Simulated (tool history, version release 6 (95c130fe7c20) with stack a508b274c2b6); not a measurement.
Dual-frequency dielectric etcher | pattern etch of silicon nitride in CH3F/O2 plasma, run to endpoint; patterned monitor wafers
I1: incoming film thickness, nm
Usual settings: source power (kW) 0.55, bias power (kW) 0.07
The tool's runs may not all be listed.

{"run": 1, "hour": 0.0, "source power (kW)": 0.55, "bias power (kW)": 0.07, "I1": 81.7, "endpoint time (s)": 87.1}
{"run": 2, "hour": 55.3, "source power (kW)": 0.55, "bias power (kW)": 0.07, "I1": 81.1, "endpoint time (s)": 85.8}
{"run": 3, "hour": 95.6, "source power (kW)": 0.55, "bias power (kW)": 0.07, "I1": 81.8, "endpoint time (s)": 86.4}
{"run": 4, "hour": 403.3, "source power (kW)": 0.55, "bias power (kW)": 0.07, "I1": 82.6, "endpoint time (s)": 87.8}
{"hour": 421.3, "done": "bias power generator calibrated"}
{"run": 5, "hour": 472.5, "source power (kW)": 0.55, "bias power (kW)": 0.07, "I1": 82, "endpoint time (s)": 86.6}
{"hour": 570.4, "done": "wet clean of the chamber"}
{"run": 6, "hour": 570.9, "source power (kW)": 0.55, "bias power (kW)": 0.07, "I1": 82.1, "endpoint time (s)": 87}
{"hour": 596.2, "done": "source power generator calibrated"}
{"run": 7, "hour": 615.9, "source power (kW)": 0.55, "bias power (kW)": 0.07, "I1": 82, "endpoint time (s)": 85.9}
{"run": 8, "hour": 659.0, "source power (kW)": 0.55, "bias power (kW)": 0.07, "I1": 82.9, "endpoint time (s)": 87.7}
{"run": 9, "hour": 764.2, "source power (kW)": 0.47, "bias power (kW)": 0.055, "I1": 81.7, "endpoint time (s)": 102.1}
{"hour": 867.1, "done": "upper electrode replaced"}
{"run": 10, "hour": 868.2, "source power (kW)": 0.47, "bias power (kW)": 0.061, "I1": 81.1, "endpoint time (s)": 97.5}
{"run": 11, "hour": 915.7, "source power (kW)": 0.55, "bias power (kW)": 0.07, "I1": 81.6, "endpoint time (s)": 86.5}
{"run": 12, "hour": 1002.2, "source power (kW)": 0.55, "bias power (kW)": 0.07, "I1": 82.3, "endpoint time (s)": 87}
{"run": 13, "hour": 1040.6, "source power (kW)": 0.42, "bias power (kW)": 0.086, "I1": 82, "endpoint time (s)": 93.2}
{"run": 14, "hour": 1103.5, "source power (kW)": 0.65, "bias power (kW)": 0.077, "I1": 81.2, "endpoint time (s)": 76.4}
{"hour": 1168.5, "done": "wet clean of the chamber"}
{"run": 15, "hour": 1169.0, "source power (kW)": 0.55, "bias power (kW)": 0.07, "I1": 81.4, "endpoint time (s)": 85.7}
{"run": 16, "hour": 1201.5, "source power (kW)": 0.44, "bias power (kW)": 0.076, "I1": 81.6, "endpoint time (s)": 93.3}

Forecast each of these 3 alternatives for the next run:
{"run": "A", "hour": 1202.0, "source power (kW)": 0.55, "bias power (kW)": 0.07, "I1": 81.7, "endpoint time (s)": "?"}
{"run": "B", "hour": 1202.0, "source power (kW)": 0.55, "bias power (kW)": 0.065, "I1": 81.7, "endpoint time (s)": "?"}
{"run": "C", "hour": 1202.0, "source power (kW)": 0.66, "bias power (kW)": 0.085, "I1": 81.7, "endpoint time (s)": "?"}

run=A endpoint_time_(s)=86.8
run=B endpoint_time_(s)=89.3
run=C endpoint_time_(s)=73.6
Without the tool's hidden state the same runs would have given:
run=A endpoint_time_(s)=86.8
run=B endpoint_time_(s)=89.3
run=C endpoint_time_(s)=73.6
